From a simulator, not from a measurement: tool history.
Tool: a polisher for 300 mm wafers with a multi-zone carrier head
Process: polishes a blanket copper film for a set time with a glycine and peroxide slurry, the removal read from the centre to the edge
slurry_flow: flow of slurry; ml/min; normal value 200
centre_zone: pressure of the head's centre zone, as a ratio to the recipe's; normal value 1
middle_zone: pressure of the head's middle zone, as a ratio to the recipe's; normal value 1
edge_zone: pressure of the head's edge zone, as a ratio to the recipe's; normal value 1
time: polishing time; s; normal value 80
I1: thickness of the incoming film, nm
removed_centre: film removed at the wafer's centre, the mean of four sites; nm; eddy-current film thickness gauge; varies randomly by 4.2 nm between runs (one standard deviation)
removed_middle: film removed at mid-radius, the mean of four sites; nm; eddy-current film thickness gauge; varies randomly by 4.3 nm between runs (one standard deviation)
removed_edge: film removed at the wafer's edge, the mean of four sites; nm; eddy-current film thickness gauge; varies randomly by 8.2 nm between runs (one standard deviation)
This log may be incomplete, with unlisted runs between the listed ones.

run 1 hour=0 | slurry_flow=200 centre_zone=1 middle_zone=1 edge_zone=1 time=80 | I1=1780.1 | removed_centre=629.3 removed_middle=609 removed_edge=624.8
run 2 hour=48.5 | slurry_flow=200 centre_zone=0.92 middle_zone=1 edge_zone=1 time=92 | I1=1800.9 | removed_centre=661.7 removed_middle=698.8 removed_edge=715.5
run 3 hour=76.9 | slurry_flow=200 centre_zone=1 middle_zone=1 edge_zone=1 time=80 | I1=1793.5 | removed_centre=633.2 removed_middle=607.3 removed_edge=615.5
-- hour=103.2 worn pad replaced by a new one
run 4 hour=144.4 | slurry_flow=200 centre_zone=1 middle_zone=1 edge_zone=1 time=61 | I1=1784 | removed_centre=478.3 removed_middle=459.4 removed_edge=469.7
run 5 hour=202.8 | slurry_flow=200 centre_zone=1 middle_zone=1 edge_zone=1 time=61 | I1=1757.3 | removed_centre=475.3 removed_middle=465.1 removed_edge=472.5
-- hour=252.8 worn pad replaced by a new one
run 6 hour=303.2 | slurry_flow=200 centre_zone=1.07 middle_zone=1 edge_zone=1 time=80 | I1=1804.9 | removed_centre=661.1 removed_middle=594.7 removed_edge=614.8
-- hour=359.8 slurry nozzle cleaned
run 7 hour=368.2 | slurry_flow=200 centre_zone=1.07 middle_zone=1 edge_zone=1 time=80 | I1=1745.3 | removed_centre=701.3 removed_middle=622.1 removed_edge=627.5
-- hour=406.9 edge zone pressure recalibrated
run 8 hour=413.4 | slurry_flow=200 centre_zone=1 middle_zone=1.05 edge_zone=1 time=80 | I1=1805 | removed_centre=647.5 removed_middle=644.2 removed_edge=624.3
-- hour=422.1 worn pad replaced by a new one
-- hour=449.5 centre zone pressure recalibrated
-- hour=597.1 worn pad replaced by a new one
run 9 hour=601.5 | slurry_flow=200 centre_zone=0.94 middle_zone=0.88 edge_zone=1 time=80 | I1=1748.6 | removed_centre=601.8 removed_middle=559.3 removed_edge=624.4
-- hour=616.1 carrier head's membrane replaced by a new one
run 10 hour=649 | slurry_flow=135 centre_zone=1 middle_zone=1 edge_zone=0.88 time=80 | I1=1765 | removed_centre=573.1 removed_middle=561 removed_edge=554.7
run 11 hour=709 | slurry_flow=225 centre_zone=0.89 middle_zone=1 edge_zone=1 time=80 | I1=1784.6 | removed_centre=576.9 removed_middle=623.9 removed_edge=630.3
run 12 hour=733.2 | slurry_flow=200 centre_zone=1 middle_zone=1 edge_zone=1 time=80 | I1=1797.7 | removed_centre=626.6 removed_middle=615.4 removed_edge=616
-- hour=749.9 worn pad replaced by a new one
run 13 hour=789.1 | slurry_flow=170 centre_zone=0.88 middle_zone=1.03 edge_zone=0.92 time=80 | I1=1796.8 | removed_centre=537.8 removed_middle=602.4 removed_edge=591.9
run 14 hour=858.4 | slurry_flow=255 centre_zone=1 middle_zone=1 edge_zone=1 time=68 | I1=1766.3 | removed_centre=557.7 removed_middle=532.1 removed_edge=536.8

Predict each of these 5 candidate next runs independently; none follows another, all start after run 14:
run A hour=858.9 | slurry_flow=200 centre_zone=1.06 middle_zone=1 edge_zone=1 time=80 | I1=1775.9 | removed_centre=? removed_middle=? removed_edge=?
run B hour=858.9 | slurry_flow=200 centre_zone=1.08 middle_zone=1 edge_zone=1 time=66 | I1=1775.9 | removed_centre=? removed_middle=? removed_edge=?
run C hour=858.9 | slurry_flow=200 centre_zone=1 middle_zone=1.12 edge_zone=1 time=80 | I1=1775.9 | removed_centre=? removed_middle=? removed_edge=?
run D hour=858.9 | slurry_flow=200 centre_zone=1 middle_zone=0.91 edge_zone=1 time=80 | I1=1775.9 | removed_centre=? removed_middle=? removed_edge=?
run E hour=858.9 | slurry_flow=255 centre_zone=1 middle_zone=1 edge_zone=0.92 time=80 | I1=1775.9 | removed_centre=? removed_middle=? removed_edge=?

run=A removed_centre=676.8 removed_middle=604 removed_edge=619.1
run=B removed_centre=568.9 removed_middle=498.3 removed_edge=510.8
run=C removed_centre=638.7 removed_middle=657.1 removed_edge=618.3
run=D removed_centre=637.8 removed_middle=564.6 removed_edge=619.8
run=E removed_centre=668.2 removed_middle=629.6 removed_edge=613.5
Without the tool's unlogged condition, the same runs would have read:
run=A removed_centre=701.6 removed_middle=623.7 removed_edge=633.9
run=B removed_centre=589.8 removed_middle=514.5 removed_edge=523
run=C removed_centre=662.1 removed_middle=678.5 removed_edge=633.1
run=D removed_centre=661.2 removed_middle=583 removed_edge=634.6
run=E removed_centre=687 removed_middle=645.4 removed_edge=625.1

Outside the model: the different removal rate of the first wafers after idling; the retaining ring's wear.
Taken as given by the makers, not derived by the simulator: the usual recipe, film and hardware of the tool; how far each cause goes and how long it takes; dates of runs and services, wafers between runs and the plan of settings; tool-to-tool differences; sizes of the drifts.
